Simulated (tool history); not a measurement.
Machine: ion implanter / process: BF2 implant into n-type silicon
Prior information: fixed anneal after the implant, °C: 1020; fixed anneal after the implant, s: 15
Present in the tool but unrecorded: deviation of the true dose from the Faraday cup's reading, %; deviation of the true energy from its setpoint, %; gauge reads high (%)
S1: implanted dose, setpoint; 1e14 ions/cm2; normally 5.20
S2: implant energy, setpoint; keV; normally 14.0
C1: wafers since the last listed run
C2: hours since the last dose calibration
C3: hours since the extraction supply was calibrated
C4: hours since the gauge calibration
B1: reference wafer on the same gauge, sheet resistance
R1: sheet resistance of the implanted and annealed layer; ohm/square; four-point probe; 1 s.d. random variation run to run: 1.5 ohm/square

run 1 hour=0.0 | S1=5.20 S2=14.0 | C1=0 C2=1226.1 C3=938.1 C4=1580.7 | B1=330.17 | R1=298.56
run 2 hour=67.6 | S1=5.20 S2=17.0 | C1=599 C2=1293.7 C3=1005.7 C4=1648.3 | B1=330.19 | R1=283.71
run 3 hour=156.1 | S1=5.20 S2=14.0 | C1=784 C2=1382.2 C3=1094.2 C4=1736.8 | B1=329.71 | R1=295.64
run 4 hour=247.5 | S1=5.20 S2=14.0 | C1=810 C2=1473.6 C3=1185.6 C4=1828.2 | B1=329.77 | R1=299.07
-- hour=318.2 Faraday cup replaced and dose calibrated
run 5 hour=328.9 | S1=4.15 S2=16.0 | C1=650 C2=10.7 C3=1267.0 C4=1909.6 | B1=329.79 | R1=335.28
run 6 hour=395.9 | S1=4.15 S2=16.0 | C1=593 C2=77.7 C3=1334.0 C4=1976.6 | B1=330.32 | R1=331.22
run 7 hour=464.5 | S1=5.20 S2=14.0 | C1=608 C2=146.3 C3=1402.6 C4=2045.2 | B1=330.07 | R1=294.73
run 8 hour=709.2 | S1=5.20 S2=16.5 | C1=2169 C2=391.0 C3=1647.3 C4=2289.9 | B1=329.71 | R1=281.37
run 9 hour=756.0 | S1=5.20 S2=16.5 | C1=414 C2=437.8 C3=1694.1 C4=2336.7 | B1=330.19 | R1=283.14
run 10 hour=803.0 | S1=5.20 S2=16.5 | C1=416 C2=484.8 C3=1741.1 C4=2383.7 | B1=329.88 | R1=282.55
-- hour=832.1 gauge calibrated
run 11 hour=870.6 | S1=5.20 S2=14.0 | C1=599 C2=552.4 C3=1808.7 C4=38.5 | B1=329.18 | R1=296.38
run 12 hour=950.7 | S1=5.20 S2=14.0 | C1=710 C2=632.5 C3=1888.8 C4=118.6 | B1=330.98 | R1=299.61
run 13 hour=1019.8 | S1=5.20 S2=14.0 | C1=612 C2=701.6 C3=1957.9 C4=187.7 | B1=330.23 | R1=293.91
run 14 hour=1100.2 | S1=5.20 S2=14.0 | C1=712 C2=782.0 C3=2038.3 C4=268.1 | B1=330.29 | R1=295.76
run 15 hour=1378.0 | S1=5.20 S2=14.0 | C1=2462 C2=1059.8 C3=2316.1 C4=545.9 | B1=330.42 | R1=296.71
run 16 hour=1423.5 | S1=5.20 S2=14.0 | C1=403 C2=1105.3 C3=2361.6 C4=591.4 | B1=330.56 | R1=298.19
run 17 hour=1461.0 | S1=5.20 S2=18.0 | C1=332 C2=1142.8 C3=2399.1 C4=628.9 | B1=330.04 | R1=279.84
-- hour=1515.1 extraction supply calibrated
run 18 hour=1546.2 | S1=5.20 S2=14.0 | C1=684 C2=1228.0 C3=31.1 C4=714.1 | B1=329.46 | R1=296.46
run 19 hour=1619.6 | S1=4.23 S2=14.0 | C1=650 C2=1301.4 C3=104.5 C4=787.5 | B1=330.63 | R1=340.23
run 20 hour=1695.9 | S1=3.98 S2=16.0 | C1=676 C2=1377.7 C3=180.8 C4=863.8 | B1=330.51 | R1=342.19
run 21 hour=1795.6 | S1=5.20 S2=14.0 | C1=883 C2=1477.4 C3=280.5 C4=963.5 | B1=330.86 | R1=296.96
run 22 hour=1873.4 | S1=5.20 S2=10.0 | C1=689 C2=1555.2 C3=358.3 C4=1041.3 | B1=330.22 | R1=330.29
run 23 hour=1937.6 | S1=4.51 S2=14.0 | C1=569 C2=1619.4 C3=422.5 C4=1105.5 | B1=329.55 | R1=324.88
-- hour=1949.9 Faraday cup replaced and dose calibrated
run 24 hour=2005.1 | S1=5.20 S2=14.0 | C1=527 C2=55.2 C3=490.0 C4=1173.0 | B1=329.76 | R1=299.21
run 25 hour=2081.0 | S1=6.75 S2=9.5 | C1=672 C2=131.1 C3=565.9 C4=1248.9 | B1=330.26 | R1=291.37
run 26 hour=2188.2 | S1=5.20 S2=14.0 | C1=950 C2=238.3 C3=673.1 C4=1356.1 | B1=329.75 | R1=296.09
run 27 hour=2293.2 | S1=5.20 S2=14.0 | C1=930 C2=343.3 C3=778.1 C4=1461.1 | B1=329.92 | R1=295.02

Run 28, settings as shown, results not yet in. Your forecast:
run 28 hour=2542.0 | S1=6.36 S2=14.0 | C1=2205 C2=592.1 C3=1026.9 C4=1709.9 | B1=? | R1=?

Run 28 gave B1 329.66, R1 264.25 ohm/square.
Were there no unlogged condition in the tool, this run, its random variation unchanged, would have produced R1 264.25 ohm/square.
